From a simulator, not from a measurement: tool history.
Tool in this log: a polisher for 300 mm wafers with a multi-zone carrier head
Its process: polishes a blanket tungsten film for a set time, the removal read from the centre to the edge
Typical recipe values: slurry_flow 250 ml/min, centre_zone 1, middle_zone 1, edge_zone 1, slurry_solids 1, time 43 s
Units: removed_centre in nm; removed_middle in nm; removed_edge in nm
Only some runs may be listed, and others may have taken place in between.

run,hour,slurry_flow,centre_zone,middle_zone,edge_zone,slurry_solids,time,wafers since the last listed run,wafers polished on this pad,hours since the slurry nozzle was cleaned,hours since the centre zone pressure was calibrated,hours since the edge zone pressure was calibrated,hours since the carrier head's membrane was replaced,"incoming thickness of the incoming film, nm",removed_centre,removed_middle,removed_edge
1,0,250,1,1,1,1,46,0,405,294.9,251.6,851.6,0.5,835.8,279.2,279.6,281.9
2,11.5,250,1,1,1,1,46,189,594,306.4,263.1,863.1,12,841.9,284.8,283.3,285.9
3,19.8,250,1,1,1,1,43,136,731,314.7,271.4,871.4,20.3,847.9,262.4,262,266.4
# hour 34.5: slurry nozzle cleaned
4,35,250,1,1,1,1,35,234,966,0.5,286.6,886.6,35.5,835.9,213.7,213.9,208.4
5,41.9,250,1,1,1,1,35,113,1079,7.4,293.5,893.5,42.4,844.6,210.1,215,212.7
6,50.8,250,1.11,0.95,1,1,56,146,1226,16.3,302.4,902.4,51.3,833.6,375.5,327.4,339.3
# hour 62.5: worn pad replaced by a new one
7,63.4,250,0.96,1,1.08,0.8,43,141,14,28.9,315,915,63.9,843.2,229.9,245.6,252.9
8,76,250,1,1,1,1,43,207,221,41.5,327.6,927.6,76.5,824.9,258.3,261.6,259.7
9,86.2,250,0.89,1,0.92,1.25,52,168,390,51.7,337.8,937.8,86.7,820.8,300.4,338.1,327.7
10,124.7,315,1.11,1,0.93,1,43,635,1025,90.2,376.3,976.3,125.2,824.7,305.7,269.5,262
# hour 165.3: centre zone pressure recalibrated
# hour 169: edge zone pressure recalibrated
# hour 174.3: worn pad replaced by a new one
11,175.6,250,1,1,1,1,43,707,21,141.1,10.3,6.6,176.1,840.5,255.5,266.5,261.8
12,189.6,250,1.08,1,1,1,43,230,252,155.1,24.3,20.6,190.1,838.6,282,267.4,259.9
13,229.6,250,1,1,1,1,43,659,912,195.1,64.3,60.6,230.1,831.6,261.1,263.9,258.9
14,236.1,165,1.09,1.11,0.97,1,43,107,1019,201.6,70.8,67.1,236.6,823.8,260.9,271.4,243
15,242.7,250,1,1.05,1.06,1.3,43,108,1128,208.2,77.4,73.7,243.2,831.5,282.8,296.4,294.6
16,252.4,275,1.06,1,1,1,43,160,1288,217.9,87.1,83.4,252.9,831.7,274.1,264.7,269.1
# hour 266.6: worn pad replaced by a new one
17,267.1,250,1,1,1,1,43,176,8,232.6,101.8,98.1,267.6,842.2,258.3,262.5,266.3
18,280.6,250,1,1.06,0.94,0.9,36,222,231,246.1,115.3,111.6,281.1,839.5,213.2,224.3,208.9
19,293.4,165,1,1.07,1,1.15,43,211,442,258.9,128.1,124.4,293.9,826.6,252.7,274.4,257
# hour 301.6: slurry nozzle cleaned
20,310.1,250,1,1.1,1,1,43,259,701,8.5,144.8,141.1,310.6,834.7,262.4,288.3,261.7
21,325.7,250,1,1,1.12,1.25,43,257,958,24.1,160.4,156.7,326.2,823.5,282.3,281.6,298.4
22,339.9,305,1,0.91,1.04,1,43,234,1192,38.3,174.6,170.9,340.4,823.5,270,251.9,271.1

Predict each of these 3 candidate next runs independently; none follows another, all start after run 22:
A,340.3,250,1,1,1,1,43,6,1199,38.7,175,171.3,340.8,828.2,?,?,?
B,340.3,250,1.06,1.04,1,1.15,43,6,1199,38.7,175,171.3,340.8,828.2,?,?,?
C,340.3,295,1,1.04,1,1,43,6,1199,38.7,175,171.3,340.8,828.2,?,?,?

run,removed_centre,removed_middle,removed_edge
A,257.6,259.4,259.8
B,286.4,281,272.1
C,263.3,273.4,263.5
The same runs, with their run-to-run variation unchanged, on a tool lacking any hidden condition would have given:
run,removed_centre,removed_middle,removed_edge
A,257.6,259.4,259.8
B,286.4,281,272.1
C,263.3,273.4,263.5
